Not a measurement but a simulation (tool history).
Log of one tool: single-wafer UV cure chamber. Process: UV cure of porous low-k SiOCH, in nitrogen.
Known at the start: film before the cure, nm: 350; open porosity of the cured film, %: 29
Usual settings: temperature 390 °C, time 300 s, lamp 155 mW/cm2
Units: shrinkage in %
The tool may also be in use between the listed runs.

run    hour  temperature  time  lamp  shrinkage
  1       0          390   300   155     17.486
  2     292          390   300   155     16.278
      342.9  -- quartz window cleaned
  3   367.6          390   300   155      17.75
  4   436.2          390   300   155     17.677
  5   479.1          374   300   155     17.676
  6   520.8          374   300   155      17.44
  7   571.5          390   300   131     15.943
  8   641.1          390   300   131     16.215
  9   677.2          390   300   155      17.02
 10   713.8          390   300   155     16.775
 11   805.9          390   175   142     13.305
      869.8  -- quartz window cleaned
 12   896.9          390   300   155     17.204
 13   999.7          390   300   155      17.83
 14  1102.9          390   300   155       17.6
 15  1162.1          381   300   177     17.854
 16  1260.4          390   300   146     16.286
     1305.3  -- UV bulbs replaced
 17  1305.8          390   300   146     16.818
 18  1346.6          402   445   185     20.237
     1407.4  -- quartz window cleaned
 19  1407.9          390   215   155     15.654
 20  1441.3          390   200   155     15.483
 21    1522          390   300   155      17.35
 22  1591.4          390   300   189     18.797
 23  1644.9          400   365   155     18.499
 24  1747.5          390   370   190     18.795
 25  1844.6          397   300   155     16.799
 26  1882.6          382   465   176     19.392
 27  1922.3          390   300   146     15.967
 28  1960.9          383   185   117     12.009
     1986.1  -- quartz window cleaned
 29  2019.2          403   235   185     17.524
 30  2105.2          390   455   189     20.634
 31  2154.2          390   300   131     16.301
 32  2219.7          409   210   155     15.357
 33  2290.7          390   300   190     18.544
 34  2369.5          390   300   177     17.801
 35  2467.8          406   175   118      13.02

5 ways to go on from here, each from the tool as it stands after run 35. What would each give?
  A  2468.3          390   300   155          ?
  B  2468.3          390   435   116          ?
  C  2468.3          370   465   145          ?
  D  2468.3          390   350   155          ?
  E  2468.3          390   300   136          ?

run  shrinkage
  A     16.884
  B     17.343
  C     18.519
  D     17.751
  E     16.155
Without the tool's hidden state the same runs would have given:
run  shrinkage
  A     18.239
  B     18.702
  C     19.886
  D     19.113
  E       17.5

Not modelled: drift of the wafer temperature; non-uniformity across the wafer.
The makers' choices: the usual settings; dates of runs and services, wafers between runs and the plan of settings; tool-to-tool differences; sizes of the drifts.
